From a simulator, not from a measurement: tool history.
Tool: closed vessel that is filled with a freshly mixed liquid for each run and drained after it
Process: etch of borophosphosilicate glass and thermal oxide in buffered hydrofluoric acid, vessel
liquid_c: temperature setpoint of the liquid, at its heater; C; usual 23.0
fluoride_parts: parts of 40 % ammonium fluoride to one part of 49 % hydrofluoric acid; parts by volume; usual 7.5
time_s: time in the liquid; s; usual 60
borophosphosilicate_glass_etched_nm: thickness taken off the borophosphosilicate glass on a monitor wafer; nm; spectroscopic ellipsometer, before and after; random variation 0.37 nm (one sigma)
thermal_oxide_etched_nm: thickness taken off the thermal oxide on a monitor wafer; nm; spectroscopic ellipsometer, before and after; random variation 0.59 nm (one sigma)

run,hour,liquid_c,fluoride_parts,time_s,"read-back film thickness of the borophosphosilicate glass reference wafer, read on the same gauge (nm)","read-back film thickness of the thermal oxide reference wafer, read on the same gauge (nm)",borophosphosilicate_glass_etched_nm,thermal_oxide_etched_nm
1,0.0,23.0,7.5,60,110.00,80.00,88.40,70.25
2,32.5,18.5,5.5,60,110.01,80.02,92.49,71.58
3,46.8,23.0,7.5,75,110.01,79.98,110.11,86.88
4,70.5,24.5,7.5,60,110.00,79.99,95.95,75.53
5,99.8,23.0,7.5,30,110.00,79.96,43.87,34.51
6,119.7,23.0,8.5,60,110.00,80.00,76.64,60.81
7,145.2,23.0,7.5,30,110.02,80.01,43.84,34.63
8,174.8,21.5,10.0,50,110.02,80.01,51.71,41.28
9,192.2,19.0,9.5,60,109.99,79.97,55.75,43.83
# hour 201.7: hydrofluoric acid flow meter replaced
10,211.1,23.0,5.5,80,109.99,79.99,159.82,124.75
11,246.6,23.0,7.5,60,109.99,79.97,89.73,71.03
12,281.6,23.0,7.5,40,110.02,80.05,59.19,47.06
# hour 288.0: thermometer replaced
13,293.8,23.0,10.5,60,110.00,80.03,72.55,57.54
14,322.1,25.5,5.5,40,109.99,79.99,101.04,79.65
15,341.1,23.0,7.5,45,110.01,79.96,74.32,57.78
16,363.4,27.0,10.0,95,109.99,80.03,148.08,116.64
17,382.1,25.5,7.5,60,110.01,80.02,112.81,88.70
18,417.1,23.0,7.5,35,109.99,80.01,57.07,44.65
19,429.6,23.0,7.5,60,110.00,80.00,98.02,78.07
20,448.9,23.0,7.5,60,110.00,80.02,97.73,77.69
21,478.2,23.0,9.0,60,109.98,79.98,79.98,62.95
22,491.4,18.0,7.5,60,109.99,79.97,73.72,57.74
23,521.5,27.5,7.5,60,110.01,80.04,123.93,97.13
24,554.3,23.0,7.5,60,109.99,79.99,96.78,76.59
25,568.2,24.5,7.5,60,110.00,79.96,105.32,82.08

Forecast each of these 4 alternatives for the next run:
A,568.9,23.0,7.5,60,?,?,?,?
B,568.9,23.0,6.5,60,?,?,?,?
C,568.9,25.5,9.5,60,?,?,?,?
D,568.9,19.5,9.0,75,?,?,?,?

run,"read-back film thickness of the borophosphosilicate glass reference wafer, read on the same gauge (nm)","read-back film thickness of the thermal oxide reference wafer, read on the same gauge (nm)",borophosphosilicate_glass_etched_nm,thermal_oxide_etched_nm
A,110.01,80.04,96.44,76.25
B,110.01,80.04,111.58,88.03
C,110.01,80.04,88.21,70.03
D,110.01,80.04,82.33,65.06
Without the tool's hidden state the same runs would have given:
run,borophosphosilicate_glass_etched_nm,thermal_oxide_etched_nm
A,99.83,78.91
B,114.95,90.66
C,90.36,71.73
D,84.37,66.66
